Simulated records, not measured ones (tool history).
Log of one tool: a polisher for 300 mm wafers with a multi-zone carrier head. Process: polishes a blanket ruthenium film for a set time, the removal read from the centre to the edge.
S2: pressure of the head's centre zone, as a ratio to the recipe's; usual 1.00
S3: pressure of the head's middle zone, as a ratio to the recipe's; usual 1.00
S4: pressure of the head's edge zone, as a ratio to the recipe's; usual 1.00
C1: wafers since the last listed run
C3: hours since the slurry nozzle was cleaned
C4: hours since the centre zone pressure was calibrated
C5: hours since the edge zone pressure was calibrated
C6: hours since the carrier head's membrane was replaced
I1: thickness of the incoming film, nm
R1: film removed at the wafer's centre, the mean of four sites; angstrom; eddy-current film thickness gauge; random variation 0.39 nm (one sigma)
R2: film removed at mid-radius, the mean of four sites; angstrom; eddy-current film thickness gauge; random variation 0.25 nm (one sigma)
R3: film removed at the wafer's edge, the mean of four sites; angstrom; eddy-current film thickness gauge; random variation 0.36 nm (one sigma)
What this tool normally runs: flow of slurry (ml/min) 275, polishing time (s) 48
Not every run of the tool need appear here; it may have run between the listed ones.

{"run": 1, "hour": 0.0, "flow of slurry (ml/min)": 275, "S2": 1.0, "S3": 1.0, "S4": 1.0, "polishing time (s)": 48, "C1": 0, "wafers polished on this pad": 127, "C3": 12.0, "C4": 626.2, "C5": 12.3, "C6": 870.7, "I1": 600.1, "R1": 347, "R2": 375, "R3": 364}
{"run": 2, "hour": 38.7, "flow of slurry (ml/min)": 275, "S2": 1.0, "S3": 1.0, "S4": 1.0, "polishing time (s)": 48, "C1": 293, "wafers polished on this pad": 421, "C3": 50.7, "C4": 664.9, "C5": 51.0, "C6": 909.4, "I1": 595.9, "R1": 348, "R2": 369, "R3": 357}
{"run": 3, "hour": 80.8, "flow of slurry (ml/min)": 275, "S2": 1.0, "S3": 1.0, "S4": 1.0, "polishing time (s)": 48, "C1": 319, "wafers polished on this pad": 740, "C3": 92.8, "C4": 707.0, "C5": 93.1, "C6": 951.5, "I1": 609.8, "R1": 340, "R2": 362, "R3": 346}
{"run": 4, "hour": 108.8, "flow of slurry (ml/min)": 275, "S2": 1.0, "S3": 0.9, "S4": 1.0, "polishing time (s)": 48, "C1": 212, "wafers polished on this pad": 953, "C3": 120.8, "C4": 735.0, "C5": 121.1, "C6": 979.5, "I1": 602.5, "R1": 331, "R2": 321, "R3": 349}
{"run": 5, "hour": 165.2, "flow of slurry (ml/min)": 275, "S2": 1.0, "S3": 0.9, "S4": 1.0, "polishing time (s)": 48, "C1": 428, "wafers polished on this pad": 1381, "C3": 177.2, "C4": 791.4, "C5": 177.5, "C6": 1035.9, "I1": 600.1, "R1": 328, "R2": 317, "R3": 332}
{"run": 6, "hour": 219.5, "flow of slurry (ml/min)": 230, "S2": 1.12, "S3": 1.0, "S4": 1.12, "polishing time (s)": 57, "C1": 412, "wafers polished on this pad": 1794, "C3": 231.5, "C4": 845.7, "C5": 231.8, "C6": 1090.2, "I1": 600.6, "R1": 397, "R2": 397, "R3": 400}
{"run": 7, "hour": 246.2, "flow of slurry (ml/min)": 230, "S2": 1.12, "S3": 1.0, "S4": 1.0, "polishing time (s)": 40, "C1": 202, "wafers polished on this pad": 1997, "C3": 258.2, "C4": 872.4, "C5": 258.5, "C6": 1116.9, "I1": 598.2, "R1": 280, "R2": 271, "R3": 268}
{"hour": 252.1, "done": "carrier head's membrane replaced by a new one"}
{"hour": 281.1, "done": "worn pad replaced by a new one"}
{"run": 8, "hour": 308.0, "flow of slurry (ml/min)": 220, "S2": 1.07, "S3": 1.0, "S4": 0.92, "polishing time (s)": 56, "C1": 401, "wafers polished on this pad": 204, "C3": 320.0, "C4": 934.2, "C5": 320.3, "C6": 55.9, "I1": 598.3, "R1": 420, "R2": 421, "R3": 408}
{"hour": 353.0, "done": "slurry nozzle cleaned"}
{"run": 9, "hour": 353.5, "flow of slurry (ml/min)": 275, "S2": 1.03, "S3": 1.0, "S4": 1.0, "polishing time (s)": 48, "C1": 338, "wafers polished on this pad": 542, "C3": 0.5, "C4": 979.7, "C5": 365.8, "C6": 101.4, "I1": 599.4, "R1": 343, "R2": 366, "R3": 359}
{"run": 10, "hour": 412.9, "flow of slurry (ml/min)": 275, "S2": 1.03, "S3": 0.9, "S4": 1.0, "polishing time (s)": 48, "C1": 451, "wafers polished on this pad": 993, "C3": 59.9, "C4": 1039.1, "C5": 425.2, "C6": 160.8, "I1": 602.0, "R1": 330, "R2": 325, "R3": 348}
{"run": 11, "hour": 440.2, "flow of slurry (ml/min)": 360, "S2": 1.0, "S3": 1.0, "S4": 1.0, "polishing time (s)": 60, "C1": 207, "wafers polished on this pad": 1201, "C3": 87.2, "C4": 1066.4, "C5": 452.5, "C6": 188.1, "I1": 588.5, "R1": 416, "R2": 446, "R3": 432}
{"run": 12, "hour": 478.9, "flow of slurry (ml/min)": 275, "S2": 1.0, "S3": 1.05, "S4": 1.0, "polishing time (s)": 48, "C1": 293, "wafers polished on this pad": 1494, "C3": 125.9, "C4": 1105.1, "C5": 491.2, "C6": 226.8, "I1": 603.8, "R1": 319, "R2": 361, "R3": 335}
{"run": 13, "hour": 513.7, "flow of slurry (ml/min)": 275, "S2": 1.0, "S3": 1.0, "S4": 1.0, "polishing time (s)": 48, "C1": 264, "wafers polished on this pad": 1759, "C3": 160.7, "C4": 1139.9, "C5": 526.0, "C6": 261.6, "I1": 606.7, "R1": 307, "R2": 343, "R3": 331}
{"hour": 521.9, "done": "worn pad replaced by a new one"}
{"run": 14, "hour": 555.7, "flow of slurry (ml/min)": 325, "S2": 1.0, "S3": 1.0, "S4": 1.11, "polishing time (s)": 48, "C1": 288, "wafers polished on this pad": 256, "C3": 202.7, "C4": 1181.9, "C5": 568.0, "C6": 303.6, "I1": 593.2, "R1": 346, "R2": 379, "R3": 388}
{"hour": 613.1, "done": "centre zone pressure recalibrated"}
{"run": 15, "hour": 621.4, "flow of slurry (ml/min)": 320, "S2": 1.0, "S3": 1.0, "S4": 1.0, "polishing time (s)": 36, "C1": 483, "wafers polished on this pad": 740, "C3": 268.4, "C4": 8.3, "C5": 633.7, "C6": 369.3, "I1": 603.7, "R1": 270, "R2": 277, "R3": 268}
{"hour": 639.9, "done": "edge zone pressure recalibrated"}
{"run": 16, "hour": 658.1, "flow of slurry (ml/min)": 275, "S2": 1.0, "S3": 1.09, "S4": 1.0, "polishing time (s)": 31, "C1": 263, "wafers polished on this pad": 1004, "C3": 305.1, "C4": 45.0, "C5": 18.2, "C6": 406.0, "I1": 604.6, "R1": 227, "R2": 247, "R3": 225}
{"run": 17, "hour": 719.2, "flow of slurry (ml/min)": 275, "S2": 1.0, "S3": 1.0, "S4": 1.0, "polishing time (s)": 60, "C1": 464, "wafers polished on this pad": 1468, "C3": 366.2, "C4": 106.1, "C5": 79.3, "C6": 467.1, "I1": 593.5, "R1": 424, "R2": 435, "R3": 417}
{"hour": 756.6, "done": "slurry nozzle cleaned"}
{"run": 18, "hour": 771.3, "flow of slurry (ml/min)": 275, "S2": 1.0, "S3": 1.0, "S4": 1.0, "polishing time (s)": 48, "C1": 388, "wafers polished on this pad": 1856, "C3": 14.7, "C4": 158.2, "C5": 131.4, "C6": 519.2, "I1": 595.4, "R1": 333, "R2": 337, "R3": 332}
{"hour": 779.5, "done": "worn pad replaced by a new one"}
{"run": 19, "hour": 795.9, "flow of slurry (ml/min)": 275, "S2": 1.0, "S3": 1.0, "S4": 1.0, "polishing time (s)": 48, "C1": 156, "wafers polished on this pad": 124, "C3": 39.3, "C4": 182.8, "C5": 156.0, "C6": 543.8, "I1": 608.1, "R1": 359, "R2": 372, "R3": 361}
{"run": 20, "hour": 859.2, "flow of slurry (ml/min)": 275, "S2": 1.0, "S3": 1.0, "S4": 1.0, "polishing time (s)": 48, "C1": 480, "wafers polished on this pad": 605, "C3": 102.6, "C4": 246.1, "C5": 219.3, "C6": 607.1, "I1": 591.8, "R1": 349, "R2": 361, "R3": 349}
{"run": 21, "hour": 898.4, "flow of slurry (ml/min)": 250, "S2": 0.91, "S3": 1.08, "S4": 0.89, "polishing time (s)": 48, "C1": 297, "wafers polished on this pad": 902, "C3": 141.8, "C4": 285.3, "C5": 258.5, "C6": 646.3, "I1": 600.6, "R1": 308, "R2": 374, "R3": 327}

Across each entry between runs, compare the hidden state at the last listed run before it with the hidden state at the first listed run after it:
From run 7 to run 8: carrier head's membrane replaced by a new one (hour 252.1); worn pad replaced by a new one (hour 281.1)
  removal rate lost through wear of the pad, %: 11.8 -> 1.41; deviation of the centre zone's pressure from its setpoint, %: -5.04 -> -5.39
  measured value less the no-hidden-state value, R1: -50 -> -25 angstrom; R2: -36 -> -6 angstrom; R3: -36 -> -6 angstrom
From run 8 to run 9: slurry nozzle cleaned (hour 353.0)
  removal rate lost through wear of the pad, %: 1.41 -> 3.37; deviation of the centre zone's pressure from its setpoint, %: -5.39 -> -5.65
  measured value less the no-hidden-state value, R1: -25 -> -29 angstrom; R2: -6 -> -13 angstrom; R3: -6 -> -12 angstrom
From run 13 to run 14: worn pad replaced by a new one (hour 521.9)
  removal rate lost through wear of the pad, %: 10.3 -> 1.49; deviation of the centre zone's pressure from its setpoint, %: -6.54 -> -6.78
  measured value less the no-hidden-state value, R1: -54 -> -25 angstrom; R2: -39 -> -6 angstrom; R3: -38 -> -5 angstrom
From run 14 to run 15: centre zone pressure recalibrated (hour 613.1)
  removal rate lost through wear of the pad, %: 1.49 -> 4.32; deviation of the centre zone's pressure from its setpoint, %: -6.78 -> 0.339
  measured value less the no-hidden-state value, R1: -25 -> -12 angstrom; R2: -6 -> -12 angstrom; R3: -5 -> -12 angstrom
From run 15 to run 16: edge zone pressure recalibrated (hour 639.9)
  removal rate lost through wear of the pad, %: 4.32 -> 5.91; deviation of the centre zone's pressure from its setpoint, %: 0.339 -> 0.134
  measured value less the no-hidden-state value, R1: -12 -> -14 angstrom; R2: -12 -> -15 angstrom; R3: -12 -> -15 angstrom
From run 17 to run 18: slurry nozzle cleaned (hour 756.6)
  removal rate lost through wear of the pad, %: 8.55 -> 10.8; deviation of the centre zone's pressure from its setpoint, %: -0.209 -> -0.501
  measured value less the no-hidden-state value, R1: -40 -> -41 angstrom; R2: -40 -> -40 angstrom; R3: -39 -> -40 angstrom
From run 18 to run 19: worn pad replaced by a new one (hour 779.5)
  removal rate lost through wear of the pad, %: 10.8 -> 1.69; deviation of the centre zone's pressure from its setpoint, %: -0.501 -> -0.639
  measured value less the no-hidden-state value, R1: -41 -> -8 angstrom; R2: -40 -> -7 angstrom; R3: -40 -> -6 angstrom
